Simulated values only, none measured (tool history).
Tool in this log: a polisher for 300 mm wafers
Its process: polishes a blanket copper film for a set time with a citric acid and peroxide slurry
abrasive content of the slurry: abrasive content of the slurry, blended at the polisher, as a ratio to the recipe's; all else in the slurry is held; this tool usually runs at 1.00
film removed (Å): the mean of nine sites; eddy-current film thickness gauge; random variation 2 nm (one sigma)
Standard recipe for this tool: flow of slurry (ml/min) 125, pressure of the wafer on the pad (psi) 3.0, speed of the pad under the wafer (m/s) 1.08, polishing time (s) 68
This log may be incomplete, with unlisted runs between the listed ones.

| run | day | flow of slurry (ml/min) | pressure of the wafer on the pad (psi) | speed of the pad under the wafer (m/s) | abrasive content of the slurry | polishing time (s) | wafers since the last listed run | wafers polished on this pad | hours since the slurry nozzle was cleaned | hours since the head pressure was calibrated | hours since the slurry blender was calibrated | incoming thickness of the incoming film, nm | film removed (Å) |
|---|---|---|---|---|---|---|---|---|---|---|---|---|---|
| 1 | 0.000 | 125 | 3.0 | 1.08 | 1.00 | 68 | 0 | 701 | 204.4 | 1030.5 | 298.4 | 655.9 | 1366 |
| 2 | 0.300 | 125 | 3.0 | 1.08 | 1.00 | 55 | 85 | 786 | 211.6 | 1037.7 | 305.6 | 660.0 | 1088 |
| 3 | 0.908 | 125 | 3.0 | 1.08 | 1.00 | 55 | 173 | 959 | 226.2 | 1052.3 | 320.2 | 663.7 | 1068 |
| 4 | 1.338 | 125 | 3.0 | 1.08 | 1.00 | 68 | 122 | 1082 | 236.5 | 1062.6 | 330.5 | 664.1 | 1325 |
|  | 1.588 | worn pad replaced by a new one |
| 5 | 1.892 | 125 | 3.0 | 1.08 | 1.00 | 68 | 110 | 86 | 249.8 | 1075.9 | 343.8 | 668.7 | 1327 |
| 6 | 2.579 | 125 | 3.0 | 1.08 | 1.00 | 68 | 195 | 281 | 266.3 | 1092.4 | 360.3 | 656.7 | 1235 |
|  | 3.062 | head pressure recalibrated |
| 7 | 3.108 | 125 | 3.0 | 1.08 | 1.00 | 68 | 127 | 408 | 279.0 | 1.1 | 373.0 | 651.1 | 1282 |
| 8 | 3.500 | 90 | 3.0 | 1.08 | 0.80 | 68 | 111 | 520 | 288.4 | 10.5 | 382.4 | 669.1 | 991 |
|  | 3.654 | slurry blender recalibrated |
|  | 3.762 | slurry nozzle cleaned |
| 9 | 4.096 | 125 | 3.0 | 1.08 | 1.00 | 68 | 134 | 654 | 8.0 | 24.8 | 10.6 | 659.4 | 1423 |
| 10 | 4.367 | 125 | 3.9 | 1.08 | 1.10 | 68 | 77 | 731 | 14.5 | 31.3 | 17.1 | 648.8 | 1809 |
| 11 | 4.708 | 150 | 3.0 | 1.08 | 1.00 | 68 | 97 | 829 | 22.7 | 39.5 | 25.3 | 656.6 | 1436 |
| 12 | 5.333 | 165 | 3.0 | 1.40 | 0.85 | 68 | 178 | 1007 | 37.7 | 54.5 | 40.3 | 658.5 | 1745 |
|  | 5.767 | worn pad replaced by a new one |
| 13 | 5.962 | 125 | 3.7 | 1.08 | 1.25 | 90 | 131 | 56 | 52.8 | 69.6 | 55.4 | 656.6 | 2358 |
| 14 | 6.650 | 125 | 3.0 | 1.08 | 1.00 | 68 | 195 | 252 | 69.3 | 86.1 | 71.9 | 667.0 | 1453 |
| 15 | 7.150 | 90 | 3.0 | 1.22 | 1.00 | 68 | 142 | 394 | 81.3 | 98.1 | 83.9 | 668.9 | 1399 |
| 16 | 7.462 | 125 | 3.0 | 1.08 | 1.00 | 68 | 89 | 483 | 88.8 | 105.6 | 91.4 | 656.6 | 1406 |
| 17 | 7.942 | 125 | 3.0 | 1.08 | 1.00 | 68 | 136 | 620 | 100.3 | 117.1 | 102.9 | 667.6 | 1386 |
| 18 | 8.667 | 125 | 3.0 | 1.08 | 1.00 | 68 | 206 | 826 | 117.7 | 134.5 | 120.3 | 670.7 | 1405 |
| 19 | 9.042 | 125 | 3.0 | 1.08 | 1.00 | 68 | 106 | 933 | 126.7 | 143.5 | 129.3 | 660.0 | 1377 |
| 20 | 9.450 | 125 | 3.3 | 1.08 | 1.00 | 68 | 116 | 1049 | 136.5 | 153.3 | 139.1 | 652.7 | 1523 |
| 21 | 9.833 | 125 | 3.6 | 1.08 | 0.75 | 68 | 109 | 1158 | 145.7 | 162.5 | 148.3 | 656.4 | 1457 |
| 22 | 10.371 | 125 | 3.0 | 1.08 | 1.00 | 48 | 153 | 1312 | 158.6 | 175.4 | 161.2 | 662.4 | 996 |
|  | 10.621 | worn pad replaced by a new one |
| 23 | 10.679 | 125 | 3.0 | 1.08 | 1.00 | 68 | 40 | 17 | 166.0 | 182.8 | 168.6 | 649.6 | 1366 |
| 24 | 11.062 | 125 | 4.0 | 0.76 | 1.00 | 68 | 109 | 126 | 175.2 | 192.0 | 177.8 | 666.8 | 1349 |
| 25 | 11.471 | 125 | 3.0 | 1.08 | 1.00 | 68 | 116 | 242 | 185.0 | 201.8 | 187.6 | 652.6 | 1372 |
| 26 | 11.904 | 125 | 3.7 | 1.26 | 1.30 | 48 | 123 | 366 | 195.4 | 212.2 | 198.0 | 656.0 | 1389 |
| 27 | 12.283 | 125 | 3.0 | 1.08 | 0.90 | 68 | 108 | 474 | 204.5 | 221.3 | 207.1 | 665.5 | 1300 |
| 28 | 12.962 | 125 | 2.3 | 1.08 | 1.00 | 68 | 193 | 667 | 220.8 | 237.6 | 223.4 | 660.6 | 1072 |
| 29 | 13.517 | 125 | 3.0 | 1.08 | 1.00 | 68 | 157 | 825 | 234.1 | 250.9 | 236.7 | 652.7 | 1267 |

5 options for the next run, each taken on its own from the tool as it stands now. Forecast them:
| A | 13.533 | 105 | 3.0 | 1.08 | 1.00 | 68 | 4 | 830 | 234.5 | 251.3 | 237.1 | 667.5 | ? |
| B | 13.533 | 110 | 3.3 | 1.08 | 1.00 | 54 | 4 | 830 | 234.5 | 251.3 | 237.1 | 667.5 | ? |
| C | 13.533 | 100 | 2.1 | 1.32 | 1.00 | 45 | 4 | 830 | 234.5 | 251.3 | 237.1 | 667.5 | ? |
| D | 13.533 | 140 | 3.5 | 1.08 | 1.10 | 68 | 4 | 830 | 234.5 | 251.3 | 237.1 | 667.5 | ? |
| E | 13.533 | 100 | 3.0 | 1.08 | 1.20 | 45 | 4 | 830 | 234.5 | 251.3 | 237.1 | 667.5 | ? |

| run | film removed (Å) |
|---|---|
| A | 1220 |
| B | 1071 |
| C | 681 |
| D | 1581 |
| E | 834 |
The same runs, with their run-to-run variation unchanged, on a tool lacking any hidden condition would have given:
| run | film removed (Å) |
|---|---|
| A | 1382 |
| B | 1206 |
| C | 775 |
| D | 1737 |
| E | 951 |
